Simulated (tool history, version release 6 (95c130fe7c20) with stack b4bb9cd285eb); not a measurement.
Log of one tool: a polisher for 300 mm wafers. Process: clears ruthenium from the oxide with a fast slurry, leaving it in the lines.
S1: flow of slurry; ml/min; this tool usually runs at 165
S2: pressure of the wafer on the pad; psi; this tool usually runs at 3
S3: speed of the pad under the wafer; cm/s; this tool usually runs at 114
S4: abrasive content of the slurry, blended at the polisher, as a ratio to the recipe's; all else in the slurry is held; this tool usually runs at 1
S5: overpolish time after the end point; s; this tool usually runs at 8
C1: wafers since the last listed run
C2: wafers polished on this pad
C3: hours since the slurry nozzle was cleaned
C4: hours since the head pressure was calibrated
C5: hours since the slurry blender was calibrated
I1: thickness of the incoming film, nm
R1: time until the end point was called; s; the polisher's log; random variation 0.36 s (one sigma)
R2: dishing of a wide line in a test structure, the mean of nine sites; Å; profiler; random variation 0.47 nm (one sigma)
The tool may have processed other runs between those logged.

run 1 hour=0 | S1=165 S2=3 S3=114 S4=1 S5=8 | C1=0 C2=7907 C3=205.9 C4=104.3 C5=539.8 | I1=150.8 | R1=31.5 R2=189
-- hour=39.7 slurry blender recalibrated
-- hour=41 worn pad replaced by a new one
run 2 hour=73.8 | S1=165 S2=3 S3=114 S4=1 S5=8 | C1=1060 C2=492 C3=279.7 C4=178.1 C5=34.1 | I1=148.4 | R1=30.2 R2=193
run 3 hour=130.5 | S1=165 S2=3 S3=114 S4=1 S5=8 | C1=852 C2=1345 C3=336.4 C4=234.8 C5=90.8 | I1=149.5 | R1=30.7 R2=195
run 4 hour=177 | S1=165 S2=3 S3=114 S4=1 S5=8 | C1=699 C2=2044 C3=382.9 C4=281.3 C5=137.3 | I1=148.3 | R1=30.5 R2=196
run 5 hour=235.8 | S1=165 S2=3.8 S3=114 S4=0.75 S5=10 | C1=884 C2=2929 C3=441.7 C4=340.1 C5=196.1 | I1=150.1 | R1=29.5 R2=222
run 6 hour=419.4 | S1=165 S2=3 S3=90 S4=1 S5=8 | C1=2761 C2=5690 C3=625.3 C4=523.7 C5=379.7 | I1=149.7 | R1=42.2 R2=169
run 7 hour=464.1 | S1=165 S2=3.8 S3=114 S4=1 S5=8 | C1=672 C2=6362 C3=670 C4=568.4 C5=424.4 | I1=150 | R1=26.9 R2=200
-- hour=472.4 slurry nozzle cleaned
run 8 hour=531.1 | S1=165 S2=2 S3=136 S4=1 S5=8 | C1=992 C2=7354 C3=58.7 C4=635.4 C5=491.4 | I1=151.9 | R1=38.5 R2=170
run 9 hour=591 | S1=165 S2=3 S3=114 S4=1 S5=8 | C1=900 C2=8255 C3=118.6 C4=695.3 C5=551.3 | I1=151.7 | R1=32.4 R2=197
-- hour=648 worn pad replaced by a new one
run 10 hour=650.1 | S1=165 S2=3 S3=114 S4=1 S5=8 | C1=828 C2=31 C3=177.7 C4=754.4 C5=610.4 | I1=150 | R1=31.4 R2=196
-- hour=752.3 slurry blender recalibrated
run 11 hour=805.4 | S1=165 S2=3.5 S3=114 S4=1 S5=8 | C1=2305 C2=2337 C3=333 C4=909.7 C5=53.1 | I1=149.3 | R1=26.3 R2=209
run 12 hour=866.4 | S1=165 S2=3 S3=144 S4=1.25 S5=12 | C1=917 C2=3254 C3=394 C4=970.7 C5=114.1 | I1=150.3 | R1=22.9 R2=240
run 13 hour=911.5 | S1=165 S2=3 S3=114 S4=1 S5=8 | C1=678 C2=3932 C3=439.1 C4=1015.8 C5=159.2 | I1=147.7 | R1=30.5 R2=193
run 14 hour=963.8 | S1=165 S2=3 S3=114 S4=1 S5=6 | C1=786 C2=4719 C3=491.4 C4=1068.1 C5=211.5 | I1=153.3 | R1=33.3 R2=168
-- hour=1012.2 head pressure recalibrated
run 15 hour=1069.5 | S1=215 S2=3 S3=98 S4=1 S5=4 | C1=1559 C2=6278 C3=597.1 C4=57.3 C5=317.2 | I1=150.7 | R1=36.2 R2=121
-- hour=1111.1 slurry nozzle cleaned
run 16 hour=1119.9 | S1=165 S2=2.1 S3=114 S4=1 S5=11 | C1=742 C2=7021 C3=8.8 C4=107.7 C5=367.6 | I1=149.1 | R1=41.5 R2=201
run 17 hour=1169.6 | S1=125 S2=3 S3=78 S4=0.7 S5=5 | C1=747 C2=7768 C3=58.5 C4=157.4 C5=417.3 | I1=149.1 | R1=56.8 R2=101
run 18 hour=1227.7 | S1=185 S2=3 S3=114 S4=1 S5=8 | C1=873 C2=8642 C3=116.6 C4=215.5 C5=475.4 | I1=149.6 | R1=30.4 R2=198
-- hour=1240.4 worn pad replaced by a new one
run 19 hour=1305.8 | S1=165 S2=3 S3=114 S4=1 S5=8 | C1=1114 C2=982 C3=194.7 C4=293.6 C5=553.5 | I1=148.7 | R1=31.7 R2=195
run 20 hour=1356.7 | S1=190 S2=3 S3=132 S4=1 S5=8 | C1=765 C2=1748 C3=245.6 C4=344.5 C5=604.4 | I1=150.6 | R1=27.9 R2=203
-- hour=1380.4 slurry blender recalibrated
run 21 hour=1397.2 | S1=165 S2=3.7 S3=88 S4=1 S5=8 | C1=578 C2=2327 C3=286.1 C4=385 C5=16.8 | I1=149.1 | R1=32.3 R2=188
run 22 hour=1473.7 | S1=165 S2=3 S3=134 S4=1 S5=8 | C1=1150 C2=3477 C3=362.6 C4=461.5 C5=93.3 | I1=149.5 | R1=26.6 R2=208
run 23 hour=1534.4 | S1=220 S2=3.9 S3=114 S4=1 S5=8 | C1=912 C2=4390 C3=423.3 C4=522.2 C5=154 | I1=150.6 | R1=23.5 R2=228
run 24 hour=1594.4 | S1=165 S2=3 S3=114 S4=0.8 S5=8 | C1=902 C2=5292 C3=483.3 C4=582.2 C5=214 | I1=150.5 | R1=36.1 R2=180
run 25 hour=1694.1 | S1=165 S2=3.9 S3=114 S4=1.2 S5=8 | C1=1499 C2=6792 C3=583 C4=681.9 C5=313.7 | I1=151.2 | R1=23.3 R2=212
-- hour=1777.5 slurry nozzle cleaned
run 26 hour=1780.7 | S1=165 S2=3 S3=114 S4=1 S5=8 | C1=1287 C2=8079 C3=3.2 C4=768.5 C5=400.3 | I1=149.6 | R1=30.1 R2=190
-- hour=1808.7 worn pad replaced by a new one
run 27 hour=1826.3 | S1=165 S2=3 S3=114 S4=1 S5=8 | C1=625 C2=265 C3=48.8 C4=814.1 C5=445.9 | I1=148.1 | R1=30.9 R2=186

5 options for the next run, each taken on its own from the tool as it stands now. Forecast them:
run A hour=1826.7 | S1=165 S2=3 S3=114 S4=1 S5=8 | C1=6 C2=271 C3=49.2 C4=814.5 C5=446.3 | I1=152.8 | R1=? R2=?
run B hour=1826.7 | S1=190 S2=2.7 S3=146 S4=0.85 S5=8 | C1=6 C2=271 C3=49.2 C4=814.5 C5=446.3 | I1=152.8 | R1=? R2=?
run C hour=1826.7 | S1=110 S2=3.3 S3=136 S4=1 S5=6 | C1=6 C2=271 C3=49.2 C4=814.5 C5=446.3 | I1=152.8 | R1=? R2=?
run D hour=1826.7 | S1=165 S2=2.7 S3=90 S4=0.7 S5=8 | C1=6 C2=271 C3=49.2 C4=814.5 C5=446.3 | I1=152.8 | R1=? R2=?
run E hour=1826.7 | S1=130 S2=3.6 S3=114 S4=1.3 S5=12 | C1=6 C2=271 C3=49.2 C4=814.5 C5=446.3 | I1=152.8 | R1=? R2=?

run=A R1=31.6 R2=194
run=B R1=29.1 R2=201
run=C R1=25.9 R2=186
run=D R1=54.1 R2=145
run=E R1=24.5 R2=238
With no hidden state in the tool, these same runs would have given:
run=A R1=30.2 R2=198
run=B R1=27.7 R2=205
run=C R1=24.6 R2=191
run=D R1=51.2 R2=150
run=E R1=23.5 R2=240
